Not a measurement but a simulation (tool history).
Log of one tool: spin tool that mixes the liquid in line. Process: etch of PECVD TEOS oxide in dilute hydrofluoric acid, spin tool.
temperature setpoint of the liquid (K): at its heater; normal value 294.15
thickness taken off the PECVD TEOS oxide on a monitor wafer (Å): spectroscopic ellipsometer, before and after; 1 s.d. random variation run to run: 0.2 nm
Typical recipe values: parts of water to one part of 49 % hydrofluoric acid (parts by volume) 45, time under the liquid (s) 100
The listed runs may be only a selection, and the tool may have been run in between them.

run,hour,temperature setpoint of the liquid (K),parts of water to one part of 49 % hydrofluoric acid (parts by volume),time under the liquid (s),wafers since the last listed run,hours since the thermometer was replaced,hours since the hydrofluoric acid flow meter was replaced,hours since the gauge calibration,"read-back film thickness of the PECVD TEOS oxide reference wafer, read on the same gauge (nm)",thickness taken off the PECVD TEOS oxide on a monitor wafer (Å)
1,0.0,297.15,45,100,0,2139.6,104.8,581.5,39.99,317.6
2,66.1,294.15,45,100,718,2205.7,170.9,647.6,39.98,275.9
3,125.2,294.15,45,100,642,2264.8,230.0,706.7,40.00,277.2
4,154.4,294.15,45,100,317,2294.0,259.2,735.9,40.01,277.2
5,213.7,294.15,45,100,644,2353.3,318.5,795.2,39.99,280.3
6,269.2,294.15,45,100,603,2408.8,374.0,850.7,40.00,279.5
# hour 312.5: hydrofluoric acid flow meter replaced
7,322.4,296.15,45,100,567,2462.0,9.9,903.9,39.99,302.5
8,368.3,296.15,45,100,499,2507.9,55.8,949.8,39.99,302.9
9,502.5,294.15,45,100,1459,2642.1,190.0,1084.0,40.00,276.9
# hour 506.6: thermometer replaced
10,581.0,294.15,45,100,842,74.4,268.5,1162.5,39.99,256.0
11,629.4,294.15,45,100,526,122.8,316.9,1210.9,40.01,259.5
12,686.2,294.15,45,100,617,179.6,373.7,1267.7,40.01,259.3
# hour 717.1: hydrofluoric acid flow meter replaced
# hour 723.8: gauge calibrated
13,724.4,294.15,45,100,404,217.8,7.3,0.6,40.02,256.3
14,781.9,294.15,45,100,625,275.3,64.8,58.1,40.01,259.0
15,808.1,294.15,40,100,284,301.5,91.0,84.3,40.00,290.8
16,848.8,294.15,45,100,442,342.2,131.7,125.0,39.99,259.1
17,919.0,297.65,45,140,763,412.4,201.9,195.2,40.01,422.8
18,952.0,294.15,45,100,358,445.4,234.9,228.2,40.02,261.9
19,990.2,294.15,45,85,415,483.6,273.1,266.4,40.01,223.2
20,1067.4,294.15,30,100,839,560.8,350.3,343.6,39.99,401.7
21,1132.3,294.15,45,100,705,625.7,415.2,408.5,40.01,262.3
# hour 1149.8: hydrofluoric acid flow meter replaced
22,1193.2,294.15,45,125,651,686.6,43.4,469.4,39.99,326.0
23,1254.4,291.65,65,100,665,747.8,104.6,530.6,40.00,160.9
24,1324.1,296.15,65,45,757,817.5,174.3,600.3,39.99,86.6
25,1363.4,291.65,45,65,427,856.8,213.6,639.6,40.00,153.2
26,1410.6,291.15,30,125,513,904.0,260.8,686.8,39.99,440.3
27,1482.0,294.15,45,100,776,975.4,332.2,758.2,40.00,264.4
28,1532.8,296.65,45,100,552,1026.2,383.0,809.0,40.00,293.7
29,1568.2,298.65,35,100,384,1061.6,418.4,844.4,40.01,417.9
# hour 1605.4: hydrofluoric acid flow meter replaced
30,1636.9,297.15,40,140,736,1130.3,31.5,913.1,39.99,480.5

A few steps of thickness taken off the PECVD TEOS oxide on a monitor wafer (Å) between consecutive runs. Split each: what settings, incoming material and random variation would produce without the hidden state, and what is left over for the hidden state, along with gauge scatter present in only one of the two compared results (measured, and without hidden state):
Hidden conditions of the tool in this case: liquid hotter than its thermometer reads (K); hydrofluoric acid flow below the setpoint (%); gauge reads high (%).
Run 9 -> 10: thermometer replaced. thickness taken off the PECVD TEOS oxide on a monitor wafer (Å) -20.9: hidden state -24.5, all else +3.6.
Run 19 -> 20: parts of water to one part of 49 % hydrofluoric acid (parts by volume) 45 -> 30, time under the liquid (s) 85 -> 100. thickness taken off the PECVD TEOS oxide on a monitor wafer (Å) +178.5: hidden state +4.3, all else +174.2.
Run 25 -> 26: temperature setpoint of the liquid (K) 291.65 -> 291.15, parts of water to one part of 49 % hydrofluoric acid (parts by volume) 45 -> 30, time under the liquid (s) 65 -> 125. thickness taken off the PECVD TEOS oxide on a monitor wafer (Å) +287.1: hidden state +9.7, all else +277.4.
Run 26 -> 27: temperature setpoint of the liquid (K) 291.15 -> 294.15, parts of water to one part of 49 % hydrofluoric acid (parts by volume) 30 -> 45, time under the liquid (s) 125 -> 100. thickness taken off the PECVD TEOS oxide on a monitor wafer (Å) -175.9: hidden state -5.4, all else -170.5.
